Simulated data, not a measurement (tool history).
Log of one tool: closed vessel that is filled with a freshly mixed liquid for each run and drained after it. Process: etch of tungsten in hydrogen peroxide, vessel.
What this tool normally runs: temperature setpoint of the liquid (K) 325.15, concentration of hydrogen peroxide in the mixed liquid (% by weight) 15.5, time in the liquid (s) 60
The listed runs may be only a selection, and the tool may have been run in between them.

run    hour  temperature setpoint of the liquid (K)  concentration of hydrogen peroxide in the mixed liquid (% by weight)  time in the liquid (s)  wafers since the last listed run  hours since the thermometer was replaced  hours since the peroxide flow meter was replaced  hours since the drum of peroxide was connected  hours since the gauge calibration  read-back film thickness of the tungsten reference wafer, read on the same gauge (nm)  thickness taken off the tungsten on a monitor wafer (Å)
  1     0.0                                  325.15                                                                  15.5                      60                                 0                                     859.4                                            1163.7                                          1316.6                              499.7                                                                                  90.05                                                   1151.1
  2    49.5                                  325.15                                                                  17.0                      60                              7230                                     908.9                                            1213.2                                          1366.1                              549.2                                                                                  90.02                                                   1199.4
  3   100.4                                  325.15                                                                  17.0                      60                              7434                                     959.8                                            1264.1                                          1417.0                              600.1                                                                                  90.01                                                   1197.2
  4   168.8                                  325.15                                                                  15.5                      60                              9991                                    1028.2                                            1332.5                                          1485.4                              668.5                                                                                  90.01                                                   1152.3
  5   223.3                                  325.15                                                                  15.5                      60                              7960                                    1082.7                                            1387.0                                          1539.9                              723.0                                                                                  90.02                                                   1143.1
  6   255.5                                  325.15                                                                  15.5                      60                              4703                                    1114.9                                            1419.2                                          1572.1                              755.2                                                                                  90.04                                                   1136.1
      335.1  -- new drum of peroxide connected
      353.5  -- peroxide flow meter replaced
  7   377.3                                  333.15                                                                  17.5                      60                             17499                                    1236.7                                              23.8                                            42.2                              877.0                                                                                  90.03                                                   1999.8
  8   413.0                                  333.15                                                                  17.5                      60                              5214                                    1272.4                                              59.5                                            77.9                              912.7                                                                                  89.98                                                   2027.3
      436.8  -- gauge calibrated
  9   473.2                                  325.15                                                                  15.5                      60                              8793                                    1332.6                                             119.7                                           138.1                               36.4                                                                                  89.98                                                   1183.4
      623.1  -- thermometer replaced
 10   634.5                                  325.15                                                                  15.5                      60                             23414                                      11.4                                             281.0                                           299.4                              197.7                                                                                  90.02                                                   1176.9
 11   659.7                                  318.65                                                                  12.0                      60                              3680                                      36.6                                             306.2                                           324.6                              222.9                                                                                  89.99                                                    689.1
 12   715.6                                  325.15                                                                  15.5                      35                              8165                                      92.5                                             362.1                                           380.5                              278.8                                                                                  90.03                                                    685.1
 13   786.5                                  325.15                                                                  12.5                      70                             10356                                     163.4                                             433.0                                           451.4                              349.7                                                                                  89.99                                                   1216.5
 14   828.2                                  321.65                                                                  13.0                      35                              6091                                     205.1                                             474.7                                           493.1                              391.4                                                                                  90.00                                                    503.0
 15   865.5                                  325.15                                                                  15.5                      40                              5448                                     242.4                                             512.0                                           530.4                              428.7                                                                                  89.98                                                    782.8
 16   898.3                                  325.15                                                                  15.5                      60                              4791                                     275.2                                             544.8                                           563.2                              461.5                                                                                  89.99                                                   1164.6
 17   939.3                                  325.15                                                                  15.5                      60                              5988                                     316.2                                             585.8                                           604.2                              502.5                                                                                  89.99                                                   1164.1
 18   989.7                                  325.15                                                                  15.5                      60                              7361                                     366.6                                             636.2                                           654.6                              552.9                                                                                  89.96                                                   1159.2
 19  1039.6                                  325.15                                                                  12.0                      80                              7288                                     416.5                                             686.1                                           704.5                              602.8                                                                                  89.98                                                   1353.5
 20  1090.7                                  316.15                                                                  15.5                      60                              7464                                     467.6                                             737.2                                           755.6                              653.9                                                                                  89.99                                                    665.6

Branching from run 20: 3 alternative next runs. What would each branch give?
  A  1091.4                                  333.15                                                                  15.5                      60                               102                                     468.3                                             737.9                                           756.3                              654.6                                                                                      ?                                                        ?
  B  1091.4                                  328.15                                                                  19.0                      60                               102                                     468.3                                             737.9                                           756.3                              654.6                                                                                      ?                                                        ?
  C  1091.4                                  329.15                                                                  18.5                      60                               102                                     468.3                                             737.9                                           756.3                              654.6                                                                                      ?                                                        ?

run  read-back film thickness of the tungsten reference wafer, read on the same gauge (nm)  thickness taken off the tungsten on a monitor wafer (Å)
  A                                                                                  90.06                                                   1851.0
  B                                                                                  90.06                                                   1530.6
  C                                                                                  90.06                                                   1602.2
Had the tool no hidden state, the same runs would have come out as:
run  thickness taken off the tungsten on a monitor wafer (Å)
  A                                                   1909.5
  B                                                   1578.9
  C                                                   1652.8
